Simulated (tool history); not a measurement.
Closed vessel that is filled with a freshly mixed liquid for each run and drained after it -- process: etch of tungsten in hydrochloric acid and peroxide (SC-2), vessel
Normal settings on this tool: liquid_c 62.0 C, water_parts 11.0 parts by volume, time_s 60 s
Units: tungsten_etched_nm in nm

run,hour,liquid_c,water_parts,time_s,"read-back film thickness of the tungsten reference wafer, read on the same gauge (nm)",tungsten_etched_nm
1,0.0,62.0,11.0,60,40.02,21.58
2,16.1,62.0,11.0,60,39.99,21.39
3,33.2,62.0,11.0,60,39.99,21.47
4,50.1,62.0,11.0,60,40.01,21.36
5,66.8,62.0,7.0,60,40.04,31.16
6,84.1,62.0,7.0,60,40.01,30.97
7,96.6,54.0,11.0,60,40.00,12.67
8,107.3,62.0,11.0,80,40.02,28.15
# hour 120.9: chemicals flow meter replaced
9,125.2,62.0,11.0,60,40.00,23.39
10,136.8,55.5,11.0,60,40.01,15.48
# hour 142.7: gauge calibrated
11,150.9,55.5,11.0,60,40.00,15.40
12,159.1,62.0,10.0,60,39.97,25.07
13,170.5,62.0,11.0,60,40.02,23.17
14,182.4,62.0,14.5,90,39.99,27.52
15,191.5,54.0,8.5,90,40.03,25.93
# hour 206.3: new drum of peroxide connected
16,206.8,62.0,11.0,60,40.05,23.08
17,213.0,62.0,11.0,60,40.02,23.16
# hour 220.4: thermometer replaced
18,220.7,62.0,11.0,60,39.98,26.12
19,228.5,62.0,11.0,85,40.01,36.68
20,244.3,62.0,8.0,30,40.01,16.87
21,259.1,56.5,7.5,75,39.98,30.99
22,266.8,53.5,12.5,40,39.95,8.99
23,274.8,57.5,11.0,60,40.05,19.23
24,291.9,70.5,12.5,35,40.00,22.48
25,298.5,62.0,11.0,60,40.01,25.66
26,312.6,54.0,11.0,45,40.03,11.55

Consider 3 possible next runs. They are alternatives, not a sequence: every one starts from the tool as it was left by run 26. What does each give?
A,313.3,62.0,11.0,60,?,?
B,313.3,62.0,11.0,90,?,?
C,313.3,62.0,8.0,60,?,?

run,"read-back film thickness of the tungsten reference wafer, read on the same gauge (nm)",tungsten_etched_nm
A,40.03,25.73
B,40.03,38.60
C,40.03,33.47
Stripped of hidden state, with their random variation kept, the same runs would have yielded:
run,tungsten_etched_nm
A,26.26
B,39.39
C,34.14

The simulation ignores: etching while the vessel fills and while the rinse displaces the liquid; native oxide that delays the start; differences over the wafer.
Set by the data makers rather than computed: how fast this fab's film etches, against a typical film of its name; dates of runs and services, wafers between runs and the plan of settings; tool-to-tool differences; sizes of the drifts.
